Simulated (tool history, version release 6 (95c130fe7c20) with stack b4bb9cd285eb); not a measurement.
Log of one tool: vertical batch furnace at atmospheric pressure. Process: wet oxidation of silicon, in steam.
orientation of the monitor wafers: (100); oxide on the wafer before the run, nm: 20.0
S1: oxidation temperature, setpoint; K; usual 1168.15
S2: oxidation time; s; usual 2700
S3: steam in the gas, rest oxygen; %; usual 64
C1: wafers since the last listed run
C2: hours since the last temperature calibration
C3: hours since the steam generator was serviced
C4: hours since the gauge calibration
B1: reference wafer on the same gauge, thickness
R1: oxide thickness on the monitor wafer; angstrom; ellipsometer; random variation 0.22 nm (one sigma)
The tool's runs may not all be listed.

| run | hour | S1 | S2 | S3 | C1 | C2 | C3 | C4 | B1 | R1 |
|---|---|---|---|---|---|---|---|---|---|---|
| 1 | 0 | 1168.15 | 2700 | 64 | 0 | 4093.8 | 2785.7 | 36.6 | 80.13 | 924.3 |
| 2 | 32.5 | 1168.15 | 2700 | 64 | 344 | 4126.3 | 2818.2 | 69.1 | 80.24 | 924 |
| 3 | 68.3 | 1168.15 | 2700 | 64 | 379 | 4162.1 | 2854 | 104.9 | 80.12 | 923.5 |
| 4 | 88.2 | 1168.15 | 2700 | 64 | 211 | 4182 | 2873.9 | 124.8 | 80.22 | 920.6 |
| 5 | 110.6 | 1168.15 | 2700 | 64 | 237 | 4204.4 | 2896.3 | 147.2 | 80.13 | 918.4 |
| 6 | 126 | 1168.15 | 2700 | 64 | 163 | 4219.8 | 2911.7 | 162.6 | 80.21 | 920.1 |
| 7 | 154.4 | 1168.15 | 2700 | 64 | 301 | 4248.2 | 2940.1 | 191 | 80.18 | 920.8 |
| 8 | 169.8 | 1168.15 | 2700 | 64 | 163 | 4263.6 | 2955.5 | 206.4 | 80.21 | 922 |
| 9 | 196.4 | 1168.15 | 2700 | 61 | 282 | 4290.2 | 2982.1 | 233 | 80.23 | 888.1 |
| 10 | 209.1 | 1168.15 | 2700 | 61 | 134 | 4302.9 | 2994.8 | 245.7 | 80.19 | 885.8 |
| 11 | 236.5 | 1168.15 | 2700 | 61 | 290 | 4330.3 | 3022.2 | 273.1 | 80.23 | 883.4 |
| 12 | 268.8 | 1168.15 | 2700 | 64 | 342 | 4362.6 | 3054.5 | 305.4 | 80.19 | 917.6 |
| 13 | 291.8 | 1168.15 | 2700 | 64 | 243 | 4385.6 | 3077.5 | 328.4 | 80.19 | 916.4 |
| 14 | 317.7 | 1168.15 | 2700 | 64 | 274 | 4411.5 | 3103.4 | 354.3 | 80.23 | 915 |
| 15 | 339.3 | 1146.15 | 1920 | 64 | 229 | 4433.1 | 3125 | 375.9 | 80.22 | 563.7 |
| 16 | 358.7 | 1148.15 | 3330 | 73 | 205 | 4452.5 | 3144.4 | 395.3 | 80.18 | 917.6 |
|  | 378.2 | gauge calibrated |
| 17 | 392.7 | 1189.15 | 4020 | 64 | 360 | 4486.5 | 3178.4 | 14.5 | 80.18 | 1583.1 |
|  | 417.8 | steam generator serviced |
| 18 | 427.5 | 1177.15 | 3720 | 73 | 114 | 4521.3 | 9.7 | 49.3 | 80.18 | 1512.8 |
| 19 | 445.8 | 1168.15 | 2700 | 64 | 194 | 4539.6 | 28 | 67.6 | 80.21 | 956.7 |
| 20 | 462.3 | 1191.15 | 3450 | 55 | 174 | 4556.1 | 44.5 | 84.1 | 80.19 | 1335.4 |
| 21 | 485.1 | 1159.15 | 2700 | 64 | 241 | 4578.9 | 67.3 | 106.9 | 80.17 | 856.8 |
|  | 518.1 | thermocouples replaced and temperature profile calibrated |
| 22 | 518.6 | 1168.15 | 1800 | 71 | 100 | 0.5 | 100.8 | 140.4 | 80.21 | 770 |
| 23 | 522.4 | 1168.15 | 2700 | 64 | 40 | 4.3 | 104.6 | 144.2 | 80.2 | 956.4 |
| 24 | 544.5 | 1168.15 | 1860 | 64 | 234 | 26.4 | 126.7 | 166.3 | 80.18 | 734.9 |
| 25 | 579.4 | 1168.15 | 2700 | 64 | 370 | 61.3 | 161.6 | 201.2 | 80.2 | 957 |
| 26 | 600.3 | 1149.15 | 2700 | 64 | 221 | 82.2 | 182.5 | 222.1 | 80.22 | 761.8 |
| 27 | 621 | 1168.15 | 2700 | 75 | 219 | 102.9 | 203.2 | 242.8 | 80.19 | 1073.6 |
| 28 | 652.9 | 1168.15 | 2700 | 71 | 338 | 134.8 | 235.1 | 274.7 | 80.2 | 1035.1 |
| 29 | 668 | 1153.15 | 3090 | 75 | 160 | 149.9 | 250.2 | 289.8 | 80.25 | 993.2 |

4 ways to go on from here, each from the tool as it stands after run 29. What would each give?
| A | 671.8 | 1168.15 | 2700 | 64 | 40 | 153.7 | 254 | 293.6 | ? | ? |
| B | 671.8 | 1168.15 | 1620 | 71 | 40 | 153.7 | 254 | 293.6 | ? | ? |
| C | 671.8 | 1168.15 | 3060 | 64 | 40 | 153.7 | 254 | 293.6 | ? | ? |
| D | 671.8 | 1179.15 | 2700 | 56 | 40 | 153.7 | 254 | 293.6 | ? | ? |

| run | B1 | R1 |
|---|---|---|
| A | 80.2 | 955.2 |
| B | 80.2 | 714.3 |
| C | 80.2 | 1049.1 |
| D | 80.2 | 986.1 |
Without the tool's hidden state the same runs would have given:
| run | R1 |
|---|---|
| A | 960.8 |
| B | 718.2 |
| C | 1055.3 |
| D | 991.9 |
